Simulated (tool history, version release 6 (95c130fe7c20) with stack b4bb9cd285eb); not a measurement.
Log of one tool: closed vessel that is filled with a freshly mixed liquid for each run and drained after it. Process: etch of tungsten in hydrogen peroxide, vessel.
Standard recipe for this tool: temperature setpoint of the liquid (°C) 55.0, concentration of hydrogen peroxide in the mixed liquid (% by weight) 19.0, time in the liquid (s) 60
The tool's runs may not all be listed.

run	day	temperature setpoint of the liquid (°C)	concentration of hydrogen peroxide in the mixed liquid (% by weight)	time in the liquid (s)	wafers since the last listed run	hours since the thermometer was replaced	hours since the peroxide flow meter was replaced	hours since the drum of peroxide was connected	hours since the gauge calibration	read-back film thickness of the tungsten reference wafer, read on the same gauge (nm)	thickness taken off the tungsten on a monitor wafer (Å)
1	0.000	55.0	19.0	60	0	1749.8	557.6	280.5	478.7	69.97	1388.5
2	1.712	55.0	19.0	60	4874	1790.9	598.7	321.6	519.8	70.01	1393.0
3	4.658	55.0	17.0	60	8384	1861.6	669.4	392.3	590.5	70.01	1303.9
4	5.842	55.0	19.0	60	3367	1890.0	697.8	420.7	618.9	70.01	1383.2
# day 7.838: new drum of peroxide connected
5	8.488	55.0	19.0	60	7411	1953.5	761.3	15.6	682.4	70.03	1364.5
6	10.883	55.0	19.0	60	6818	2011.0	818.8	73.1	739.9	70.00	1361.6
7	13.050	55.0	15.5	60	6166	2063.0	870.8	125.1	791.9	70.01	1246.2
8	15.779	55.0	15.5	60	7767	2128.5	936.3	190.6	857.4	69.99	1224.5
9	17.879	55.0	19.0	60	5976	2178.9	986.7	241.0	907.8	70.00	1350.7
10	19.375	55.0	21.0	60	4257	2214.8	1022.6	276.9	943.7	69.97	1423.9
# day 19.433: thermometer replaced
# day 19.612: peroxide flow meter replaced
11	20.904	55.0	14.0	60	4115	35.3	31.0	313.6	980.4	70.02	1213.2
12	23.546	47.5	21.0	85	7518	98.7	94.4	377.0	1043.8	69.97	1318.1
13	25.312	55.0	20.5	60	5028	141.1	136.8	419.4	1086.2	70.00	1481.4
# day 25.846: new drum of peroxide connected
14	27.254	55.0	20.5	60	5407	187.7	183.4	33.8	1132.8	69.97	1473.5
15	28.662	55.0	19.0	60	4008	221.5	217.2	67.6	1166.6	70.03	1397.8
16	34.804	64.0	22.5	70	17480	368.9	364.6	215.0	1314.0	69.96	3000.4
17	37.446	49.0	14.5	90	7518	432.3	428.0	278.4	1377.4	70.03	1284.3
# day 38.104: gauge calibrated
18	38.904	47.0	24.0	90	4150	467.3	463.0	313.4	19.2	69.99	1446.4
19	41.158	55.0	19.0	60	6415	521.4	517.1	367.5	73.3	70.02	1383.0
# day 42.950: new drum of peroxide connected
20	48.142	45.0	19.0	60	19757	689.0	684.7	124.6	240.9	70.02	741.9
21	49.692	52.0	19.0	35	4411	726.2	721.9	161.8	278.1	69.97	669.9
22	52.504	50.0	23.5	35	8004	793.7	789.4	229.3	345.6	70.00	664.2
23	54.950	51.0	15.5	30	6961	852.4	848.1	288.0	404.3	70.00	485.5

What does the tool deliver on the next run?
24	57.183	55.0	19.0	60	6356	906.0	901.7	341.6	457.9	?	?

read-back film thickness of the tungsten reference wafer, read on the same gauge (nm): 70.01
thickness taken off the tungsten on a monitor wafer (Å): 1386.6
The same run, on a tool lacking any hidden state, would have yielded thickness taken off the tungsten on a monitor wafer (Å) 1445.9.

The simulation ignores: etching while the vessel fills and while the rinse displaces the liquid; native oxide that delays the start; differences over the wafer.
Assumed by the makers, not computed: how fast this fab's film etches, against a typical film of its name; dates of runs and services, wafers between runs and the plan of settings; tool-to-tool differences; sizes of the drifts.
